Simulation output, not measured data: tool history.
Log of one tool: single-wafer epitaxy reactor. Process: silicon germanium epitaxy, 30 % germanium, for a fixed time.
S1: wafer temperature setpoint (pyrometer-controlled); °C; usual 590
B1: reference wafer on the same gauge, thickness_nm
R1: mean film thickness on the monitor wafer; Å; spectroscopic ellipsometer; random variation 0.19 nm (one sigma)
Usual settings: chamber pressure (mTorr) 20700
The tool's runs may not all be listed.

{"run": 1, "hour": 0.0, "S1": 590, "chamber pressure (mTorr)": 20700, "B1": 55.996, "R1": 476.81}
{"run": 2, "hour": 40.0, "S1": 590, "chamber pressure (mTorr)": 20700, "B1": 56.013, "R1": 477.4}
{"run": 3, "hour": 56.8, "S1": 590, "chamber pressure (mTorr)": 20700, "B1": 56.008, "R1": 474.46}
{"run": 4, "hour": 96.7, "S1": 590, "chamber pressure (mTorr)": 18900, "B1": 56.032, "R1": 446.15}
{"run": 5, "hour": 109.6, "S1": 590, "chamber pressure (mTorr)": 18900, "B1": 56.031, "R1": 446.87}
{"run": 6, "hour": 121.9, "S1": 578, "chamber pressure (mTorr)": 23800, "B1": 56.01, "R1": 403.61}
{"run": 7, "hour": 139.5, "S1": 578, "chamber pressure (mTorr)": 23800, "B1": 56.015, "R1": 398.77}
{"run": 8, "hour": 153.6, "S1": 578, "chamber pressure (mTorr)": 23800, "B1": 55.972, "R1": 404.03}
{"run": 9, "hour": 165.1, "S1": 590, "chamber pressure (mTorr)": 20700, "B1": 56.019, "R1": 473.3}
{"run": 10, "hour": 178.4, "S1": 590, "chamber pressure (mTorr)": 20700, "B1": 55.979, "R1": 472.98}
{"run": 11, "hour": 190.1, "S1": 590, "chamber pressure (mTorr)": 20700, "B1": 55.973, "R1": 475.9}
{"run": 12, "hour": 207.7, "S1": 590, "chamber pressure (mTorr)": 19000, "B1": 55.974, "R1": 444.76}
{"run": 13, "hour": 225.0, "S1": 590, "chamber pressure (mTorr)": 19000, "B1": 55.99, "R1": 446.71}
{"run": 14, "hour": 262.7, "S1": 590, "chamber pressure (mTorr)": 24600, "B1": 56.013, "R1": 529.19}
{"run": 15, "hour": 270.0, "S1": 590, "chamber pressure (mTorr)": 20700, "B1": 56.01, "R1": 475.79}
{"run": 16, "hour": 276.5, "S1": 590, "chamber pressure (mTorr)": 20700, "B1": 55.954, "R1": 475.19}
{"run": 17, "hour": 286.2, "S1": 581, "chamber pressure (mTorr)": 16000, "B1": 55.996, "R1": 321.83}
{"run": 18, "hour": 296.8, "S1": 590, "chamber pressure (mTorr)": 25100, "B1": 56.051, "R1": 535.0}
{"run": 19, "hour": 309.5, "S1": 597, "chamber pressure (mTorr)": 18900, "B1": 55.954, "R1": 512.95}
{"run": 20, "hour": 322.4, "S1": 590, "chamber pressure (mTorr)": 16500, "B1": 55.989, "R1": 402.39}
{"run": 21, "hour": 343.6, "S1": 586, "chamber pressure (mTorr)": 16200, "B1": 56.01, "R1": 378.76}
{"run": 22, "hour": 351.7, "S1": 597, "chamber pressure (mTorr)": 24700, "B1": 56.026, "R1": 651.48}
{"run": 23, "hour": 369.1, "S1": 595, "chamber pressure (mTorr)": 16400, "B1": 55.988, "R1": 463.72}
{"run": 24, "hour": 376.7, "S1": 602, "chamber pressure (mTorr)": 18900, "B1": 55.972, "R1": 596.23}
{"run": 25, "hour": 391.5, "S1": 582, "chamber pressure (mTorr)": 20700, "B1": 56.0, "R1": 415.55}
{"run": 26, "hour": 400.5, "S1": 586, "chamber pressure (mTorr)": 17500, "B1": 55.971, "R1": 402.96}
{"run": 27, "hour": 413.6, "S1": 576, "chamber pressure (mTorr)": 23000, "B1": 56.01, "R1": 391.37}
{"run": 28, "hour": 427.5, "S1": 595, "chamber pressure (mTorr)": 25400, "B1": 55.975, "R1": 624.99}
{"run": 29, "hour": 444.4, "S1": 599, "chamber pressure (mTorr)": 18300, "B1": 55.99, "R1": 547.83}
{"run": 30, "hour": 454.1, "S1": 603, "chamber pressure (mTorr)": 23200, "B1": 56.023, "R1": 697.07}
{"run": 31, "hour": 467.1, "S1": 601, "chamber pressure (mTorr)": 23600, "B1": 55.992, "R1": 676.48}
{"run": 32, "hour": 476.6, "S1": 601, "chamber pressure (mTorr)": 22100, "B1": 55.974, "R1": 652.67}
{"run": 33, "hour": 490.6, "S1": 597, "chamber pressure (mTorr)": 20700, "B1": 55.978, "R1": 565.4}
{"run": 34, "hour": 507.5, "S1": 590, "chamber pressure (mTorr)": 20700, "B1": 56.072, "R1": 485.94}

Not shown: 4 entries that the log had between the listed runs. Between which runs, and how does the tool's hidden state differ before and after?
Between runs 7 and 8: pyrometer calibrated (hour 147.7)
  true pressure above the setpoint (%): -6.32 -> -6.34
  measured less the result without the state, R1: -18.54 -> -18.86 Å
Between runs 12 and 13: showerhead replaced (hour 224.6)
  true pressure above the setpoint (%): -6.41 -> -6.43
  measured less the result without the state, R1: -21.01 -> -21.18 Å
Between runs 20 and 21: gauge calibrated (hour 328.6); capacitance manometer re-zeroed and calibrated (hour 343.1)
  true pressure above the setpoint (%): -6.53 -> 0.778
  measured less the result without the state, R1: -19.40 -> +1.99 Å
